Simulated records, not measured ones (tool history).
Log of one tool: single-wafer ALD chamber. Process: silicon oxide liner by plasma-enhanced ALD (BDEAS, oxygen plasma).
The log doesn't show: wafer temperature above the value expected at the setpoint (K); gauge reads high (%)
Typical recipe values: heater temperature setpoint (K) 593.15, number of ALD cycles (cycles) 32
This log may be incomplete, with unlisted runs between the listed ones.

| run | hour | heater temperature setpoint (K) | number of ALD cycles (cycles) | wafers since the last listed run | hours since the last thermocouple change | hours since the gauge calibration | read-back reference wafer on the same gauge, thickness_nm | mean film thickness on the monitor wafer (Å) |
|---|---|---|---|---|---|---|---|---|
| 1 | 0.0 | 593.15 | 32 | 0 | 2030.4 | 299.7 | 2.098 | 23.88 |
| 2 | 15.6 | 593.15 | 32 | 87 | 2046.0 | 315.3 | 2.101 | 23.79 |
| 3 | 32.5 | 593.15 | 32 | 94 | 2062.9 | 332.2 | 2.102 | 23.91 |
| 4 | 50.9 | 593.15 | 32 | 102 | 2081.3 | 350.6 | 2.100 | 23.72 |
| 5 | 77.0 | 593.15 | 32 | 145 | 2107.4 | 376.7 | 2.100 | 23.84 |
| 6 | 102.7 | 593.15 | 35 | 143 | 2133.1 | 402.4 | 2.100 | 26.01 |
| 7 | 132.1 | 593.15 | 35 | 164 | 2162.5 | 431.8 | 2.101 | 26.13 |
| 8 | 223.6 | 593.15 | 32 | 511 | 2254.0 | 523.3 | 2.100 | 23.75 |
| 9 | 247.3 | 593.15 | 32 | 132 | 2277.7 | 547.0 | 2.100 | 23.65 |
| 10 | 281.7 | 593.15 | 32 | 192 | 2312.1 | 581.4 | 2.101 | 23.97 |
| 11 | 307.6 | 593.15 | 32 | 144 | 2338.0 | 607.3 | 2.100 | 23.64 |
| 12 | 338.5 | 593.15 | 32 | 172 | 2368.9 | 638.2 | 2.099 | 23.79 |
| 13 | 372.9 | 593.15 | 32 | 192 | 2403.3 | 672.6 | 2.100 | 23.82 |
| 14 | 388.0 | 602.15 | 29 | 84 | 2418.4 | 687.7 | 2.101 | 21.33 |
| 15 | 406.9 | 582.15 | 35 | 105 | 2437.3 | 706.6 | 2.101 | 26.52 |
| 16 | 422.1 | 593.15 | 32 | 85 | 2452.5 | 721.8 | 2.100 | 23.89 |
| 17 | 438.6 | 593.15 | 28 | 92 | 2469.0 | 738.3 | 2.102 | 20.85 |
| 18 | 454.6 | 593.15 | 28 | 89 | 2485.0 | 754.3 | 2.099 | 20.91 |
| 19 | 482.0 | 593.15 | 28 | 153 | 2512.4 | 781.7 | 2.097 | 20.85 |
| 20 | 515.9 | 593.15 | 32 | 189 | 2546.3 | 815.6 | 2.099 | 23.76 |
| 21 | 533.0 | 593.15 | 27 | 95 | 2563.4 | 832.7 | 2.100 | 20.16 |
| 22 | 550.7 | 593.15 | 27 | 98 | 2581.1 | 850.4 | 2.100 | 20.22 |
| 23 | 564.7 | 593.15 | 32 | 78 | 2595.1 | 864.4 | 2.099 | 23.63 |
| 24 | 579.8 | 581.15 | 37 | 84 | 2610.2 | 879.5 | 2.099 | 28.19 |
| 25 | 601.2 | 593.15 | 32 | 119 | 2631.6 | 900.9 | 2.098 | 23.71 |
| 26 | 620.3 | 585.15 | 35 | 106 | 2650.7 | 920.0 | 2.100 | 26.29 |
| 27 | 645.7 | 593.15 | 32 | 142 | 2676.1 | 945.4 | 2.101 | 23.72 |
| 28 | 666.6 | 584.15 | 34 | 116 | 2697.0 | 966.3 | 2.099 | 25.79 |
| 29 | 691.3 | 585.15 | 32 | 138 | 2721.7 | 991.0 | 2.100 | 24.29 |
| 30 | 719.5 | 593.15 | 32 | 157 | 2749.9 | 1019.2 | 2.100 | 23.91 |
| 31 | 753.4 | 583.15 | 28 | 189 | 2783.8 | 1053.1 | 2.100 | 21.16 |
| 32 | 775.4 | 581.15 | 26 | 123 | 2805.8 | 1075.1 | 2.100 | 19.77 |
| 33 | 810.5 | 585.15 | 38 | 196 | 2840.9 | 1110.2 | 2.100 | 28.63 |
| 34 | 824.2 | 598.15 | 29 | 76 | 2854.6 | 1123.9 | 2.101 | 21.54 |
|  | 838.4 | gauge calibrated |
| 35 | 860.1 | 604.15 | 26 | 200 | 2890.5 | 21.7 | 2.102 | 18.97 |
| 36 | 895.8 | 593.15 | 32 | 199 | 2926.2 | 57.4 | 2.100 | 23.71 |
|  | 942.9 | thermocouple changed; heater temperature recalibrated |
| 37 | 998.9 | 593.15 | 32 | 531 | 56.0 | 160.5 | 2.099 | 23.76 |
| 38 | 1015.5 | 593.15 | 32 | 92 | 72.6 | 177.1 | 2.097 | 23.84 |
| 39 | 1051.2 | 608.15 | 34 | 199 | 108.3 | 212.8 | 2.101 | 24.69 |
| 40 | 1073.5 | 593.15 | 32 | 124 | 130.6 | 235.1 | 2.101 | 23.89 |
| 41 | 1107.6 | 593.15 | 32 | 190 | 164.7 | 269.2 | 2.102 | 23.81 |
| 42 | 1148.1 | 593.15 | 32 | 226 | 205.2 | 309.7 | 2.100 | 23.82 |
| 43 | 1180.0 | 593.15 | 26 | 178 | 237.1 | 341.6 | 2.101 | 19.39 |
| 44 | 1210.1 | 597.15 | 38 | 168 | 267.2 | 371.7 | 2.098 | 28.16 |
| 45 | 1240.6 | 593.15 | 32 | 170 | 297.7 | 402.2 | 2.101 | 23.80 |
| 46 | 1265.7 | 587.15 | 36 | 140 | 322.8 | 427.3 | 2.101 | 27.18 |

For each run, what was the tool's unlogged condition?
wafer temperature above the value expected at the setpoint (K): 0 at every run
gauge reads high (%): 0 at every run
